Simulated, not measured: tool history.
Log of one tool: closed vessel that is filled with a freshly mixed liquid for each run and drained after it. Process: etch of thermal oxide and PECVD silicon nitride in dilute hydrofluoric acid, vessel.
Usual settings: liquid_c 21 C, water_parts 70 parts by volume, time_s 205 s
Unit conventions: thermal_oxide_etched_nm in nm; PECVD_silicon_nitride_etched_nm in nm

run    day  liquid_c  water_parts  time_s  wafers since the last listed run  hours since the thermometer was replaced  hours since the hydrofluoric acid flow meter was replaced  hours since the gauge calibration  read-back film thickness of the thermal oxide reference wafer, read on the same gauge (nm)  read-back film thickness of the PECVD silicon nitride reference wafer, read on the same gauge (nm)  thermal_oxide_etched_nm  PECVD_silicon_nitride_etched_nm
  1      0        21           70     205                                 0                                    1497.8                                                      421.5                              161.2                                                                                         100                                                                                             119.985                     14.9                            5.114
  2  0.292      17.5           70     205                               546                                    1504.8                                                      428.5                              168.2                                                                                      100.01                                                                                             120.014                    13.01                            3.978
  3      2        21           70     250                              3203                                    1545.8                                                      469.5                              209.2                                                                                       99.98                                                                                             120.018                    18.31                            6.191
  4  2.342        21           70     205                               640                                      1554                                                      477.7                              217.4                                                                                       99.99                                                                                             120.007                    15.02                            5.075
  5  2.996        21           70     205                              1226                                    1569.7                                                      493.4                              233.1                                                                                         100                                                                                             120.007                    15.02                            5.145
         3  -- gauge calibrated
  6  3.633        21           70     205                              1195                                      1585                                                      508.7                               15.2                                                                                         100                                                                                             119.957                    15.17                            5.179
  7   3.95        21           70     295                               593                                    1592.6                                                      516.3                               22.8                                                                                      100.01                                                                                             119.996                    21.76                            7.452
  8  4.579        21           70     295                              1179                                    1607.7                                                      531.4                               37.9                                                                                      100.02                                                                                             119.976                    21.88                            7.455
  9  5.167        25           85      95                              1101                                    1621.8                                                      545.5                                 52                                                                                      100.01                                                                                             119.991                     6.73                            2.582
 10  5.454        17           70     205                               539                                    1628.7                                                      552.4                               58.9                                                                                      100.01                                                                                             120.029                    12.93                            3.912
 11  5.825        17           50     160                               695                                    1637.6                                                      561.3                               67.8                                                                                       99.98                                                                                             120.003                     14.3                            4.225
     6.358  -- hydrofluoric acid flow meter replaced
 12  6.471        25           60      85                              1133                                    1653.1                                                        2.7                               83.3                                                                                       99.99                                                                                             119.989                     7.91                            2.986
     7.075  -- thermometer replaced
 13  7.096        25           85      95                              1093                                       0.5                                                       17.7                               98.3                                                                                       99.99                                                                                              120.01                     6.09                            2.366
 14  7.708        21           70     205                              1148                                      15.2                                                       32.4                                113                                                                                         100                                                                                             120.006                    13.82                              4.7
 15  8.429      25.5          105     260                              1351                                      32.5                                                       49.7                              130.3                                                                                       99.97                                                                                             119.996                    13.38                            5.422
 16  9.583        25           70     175                              2164                                      60.2                                                       77.4                                158                                                                                      100.03                                                                                             120.006                    13.95                            5.383

Below are 3 alternative next runs, each starting from the tool's condition after run 16. Predict each:
  A  9.612        21           70     205                                54                                      60.9                                                       78.1                              158.7                                                                                           ?                                                                                                   ?                        ?                                ?
  B  9.612      24.5           50     250                                54                                      60.9                                                       78.1                              158.7                                                                                           ?                                                                                                   ?                        ?                                ?
  C  9.612        21           35     205                                54                                      60.9                                                       78.1                              158.7                                                                                           ?                                                                                                   ?                        ?                                ?

run  read-back film thickness of the thermal oxide reference wafer, read on the same gauge (nm)  read-back film thickness of the PECVD silicon nitride reference wafer, read on the same gauge (nm)  thermal_oxide_etched_nm  PECVD_silicon_nitride_etched_nm
  A                                                                                       99.99                                                                                             119.975                    14.08                            4.853
  B                                                                                       99.99                                                                                             119.975                    28.48                            10.43
  C                                                                                       99.99                                                                                             119.975                    29.37                            9.525
What these runs would have given with no unlogged condition in the tool:
run  thermal_oxide_etched_nm  PECVD_silicon_nitride_etched_nm
  A                     13.8                            4.765
  B                    27.92                           10.242
  C                    28.81                            9.357
